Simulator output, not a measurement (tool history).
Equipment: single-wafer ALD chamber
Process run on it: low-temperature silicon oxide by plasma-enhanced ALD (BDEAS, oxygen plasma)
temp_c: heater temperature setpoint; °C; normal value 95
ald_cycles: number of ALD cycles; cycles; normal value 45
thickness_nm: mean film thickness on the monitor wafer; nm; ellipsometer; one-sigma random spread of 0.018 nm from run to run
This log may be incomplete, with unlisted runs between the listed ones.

run,hour,temp_c,ald_cycles,wafers since the last listed run,hours since the last thermocouple change,hours since the gauge calibration,"read-back reference wafer on the same gauge, thickness_nm",thickness_nm
1,0.0,95,41,0,675.9,419.1,5.453,5.829
2,43.0,95,41,197,718.9,462.1,5.452,5.839
3,95.7,95,41,242,771.6,514.8,5.448,5.839
4,149.8,95,45,248,825.7,568.9,5.450,6.439
5,351.5,95,45,926,1027.4,770.6,5.450,6.416
6,405.2,95,45,246,1081.1,824.3,5.451,6.439
7,576.6,95,45,787,1252.5,995.7,5.447,6.413
8,685.0,95,45,498,1360.9,1104.1,5.449,6.406
9,753.8,95,45,316,1429.7,1172.9,5.452,6.392
10,795.1,95,45,189,1471.0,1214.2,5.451,6.389
11,822.7,95,45,126,1498.6,1241.8,5.446,6.394
12,860.6,105,48,174,1536.5,1279.7,5.450,6.651
13,908.4,95,45,219,1584.3,1327.5,5.454,6.436
14,976.2,95,45,311,1652.1,1395.3,5.451,6.395
15,1040.7,95,45,296,1716.6,1459.8,5.449,6.385
# hour 1058.0: thermocouple changed; heater temperature recalibrated
16,1080.3,95,45,145,22.3,1499.4,5.451,6.314
17,1143.3,95,45,289,85.3,1562.4,5.448,6.369
18,1202.0,107,45,269,144.0,1621.1,5.450,6.174
19,1263.4,86,42,282,205.4,1682.5,5.450,6.048
20,1292.0,106,45,131,234.0,1711.1,5.451,6.215
21,1339.7,106,52,219,281.7,1758.8,5.449,7.178
22,1374.2,110,40,158,316.2,1793.3,5.451,5.431
23,1434.6,86,45,277,376.6,1853.7,5.448,6.473
24,1501.5,95,50,307,443.5,1920.6,5.449,7.009
25,1527.8,84,36,120,469.8,1946.9,5.451,5.260
26,1551.9,95,45,110,493.9,1971.0,5.450,6.330
# hour 1561.3: thermocouple changed; heater temperature recalibrated, repeated, since the last time left the tool worse
# hour 1590.4: gauge calibrated
27,1616.2,95,48,258,54.9,25.8,5.448,6.879
28,1641.7,95,40,117,80.4,51.3,5.450,5.725
29,1712.4,95,51,324,151.1,122.0,5.454,7.322
30,1771.3,110,39,270,210.0,180.9,5.455,5.412
31,1830.2,95,45,270,268.9,239.8,5.447,6.454
32,1894.5,105,37,295,333.2,304.1,5.450,5.170
33,2017.7,100,38,566,456.4,427.3,5.452,5.351
34,2072.9,95,45,253,511.6,482.5,5.448,6.464
35,2115.2,88,52,194,553.9,524.8,5.450,7.637

Below are 4 alternative next runs, each starting from the tool's condition after run 35. Predict each:
A,2115.7,95,45,2,554.4,525.3,?,?
B,2115.7,91,48,2,554.4,525.3,?,?
C,2115.7,95,49,2,554.4,525.3,?,?
D,2115.7,102,40,2,554.4,525.3,?,?

run,"read-back reference wafer on the same gauge, thickness_nm",thickness_nm
A,5.452,6.430
B,5.452,6.954
C,5.452,7.002
D,5.452,5.606
What these runs would have given with no unlogged condition in the tool:
run,thickness_nm
A,6.455
B,6.981
C,7.029
D,5.617

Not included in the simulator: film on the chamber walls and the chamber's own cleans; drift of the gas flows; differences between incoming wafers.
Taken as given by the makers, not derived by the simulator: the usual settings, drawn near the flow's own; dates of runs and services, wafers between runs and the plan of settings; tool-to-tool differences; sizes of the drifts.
